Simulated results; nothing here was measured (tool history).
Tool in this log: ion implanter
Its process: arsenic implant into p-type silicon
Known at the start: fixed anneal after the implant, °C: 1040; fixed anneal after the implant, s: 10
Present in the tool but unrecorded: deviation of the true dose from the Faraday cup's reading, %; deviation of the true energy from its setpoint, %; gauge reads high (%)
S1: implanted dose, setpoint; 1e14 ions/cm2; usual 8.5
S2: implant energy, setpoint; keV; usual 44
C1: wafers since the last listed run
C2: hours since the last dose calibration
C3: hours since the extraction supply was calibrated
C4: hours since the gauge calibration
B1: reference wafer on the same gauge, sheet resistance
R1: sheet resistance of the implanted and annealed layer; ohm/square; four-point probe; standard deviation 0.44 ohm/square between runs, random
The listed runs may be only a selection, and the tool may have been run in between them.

run 1 day=0 | S1=8.5 S2=47.5 | C1=0 C2=446.3 C3=3779 C4=235.8 | B1=112.03 | R1=120.49
run 2 day=1.296 | S1=8.5 S2=47.5 | C1=534 C2=477.4 C3=3810.1 C4=266.9 | B1=111.98 | R1=122.13
run 3 day=1.983 | S1=8.5 S2=47.5 | C1=283 C2=493.9 C3=3826.6 C4=283.4 | B1=112.03 | R1=120.19
run 4 day=3.296 | S1=8.5 S2=44 | C1=541 C2=525.4 C3=3858.1 C4=314.9 | B1=111.95 | R1=122.16
-- day=4.671 extraction supply calibrated
run 5 day=6.617 | S1=8.5 S2=44 | C1=1232 C2=605.1 C3=46.7 C4=394.6 | B1=111.95 | R1=121.18
run 6 day=7.492 | S1=8.5 S2=44 | C1=361 C2=626.1 C3=67.7 C4=415.6 | B1=111.93 | R1=120.79
-- day=8.021 gauge calibrated
run 7 day=8.521 | S1=8.5 S2=44 | C1=424 C2=650.8 C3=92.4 C4=12 | B1=112.06 | R1=121.36
-- day=9.854 Faraday cup replaced and dose calibrated
run 8 day=9.875 | S1=8.5 S2=52 | C1=421 C2=0.5 C3=124.9 C4=44.5 | B1=111.95 | R1=115.83
run 9 day=10.083 | S1=8.5 S2=44 | C1=85 C2=5.5 C3=129.9 C4=49.5 | B1=112.17 | R1=119.02
run 10 day=10.796 | S1=6.17 S2=31 | C1=294 C2=22.6 C3=147 C4=66.6 | B1=112.03 | R1=158.4
-- day=12.417 Faraday cup replaced and dose calibrated, repeated, since the last time left the tool worse
run 11 day=12.438 | S1=7.62 S2=53 | C1=539 C2=0.5 C3=186.4 C4=106 | B1=112.04 | R1=130.75
run 12 day=13.196 | S1=8.5 S2=44 | C1=312 C2=18.7 C3=204.6 C4=124.2 | B1=112.06 | R1=123.52
run 13 day=13.925 | S1=8.5 S2=44 | C1=300 C2=36.2 C3=222.1 C4=141.7 | B1=111.88 | R1=124.32
run 14 day=14.438 | S1=6.05 S2=44 | C1=211 C2=48.5 C3=234.4 C4=154 | B1=112.1 | R1=158.98
run 15 day=15.071 | S1=10.22 S2=39 | C1=261 C2=63.7 C3=249.6 C4=169.2 | B1=112.03 | R1=110.73

What differs in the tool's unlogged condition from the final listed run ahead of each entry between runs to the first listed run following it?
Between runs 4 and 5: extraction supply calibrated (day 4.671)
  deviation of the true dose from the Faraday cup's reading, %: 1.85 -> 2.74
  what was measured, less what the result would be without the hidden state, R1: -1.61 -> -2.35 ohm/square
Between runs 6 and 7: gauge calibrated (day 8.021)
  deviation of the true dose from the Faraday cup's reading, %: 3 -> 3.31
  what was measured, less what the result would be without the hidden state, R1: -2.57 -> -2.85 ohm/square
Between runs 7 and 8: Faraday cup replaced and dose calibrated (day 9.854)
  deviation of the true dose from the Faraday cup's reading, %: 3.31 -> 6.32
  what was measured, less what the result would be without the hidden state, R1: -2.85 -> -5.25 ohm/square
Between runs 10 and 11: Faraday cup replaced and dose calibrated, repeated, since the last time left the tool worse (day 12.417)
  deviation of the true dose from the Faraday cup's reading, %: 6.33 -> 0.137
  what was measured, less what the result would be without the hidden state, R1: -7.37 -> -0.14 ohm/square
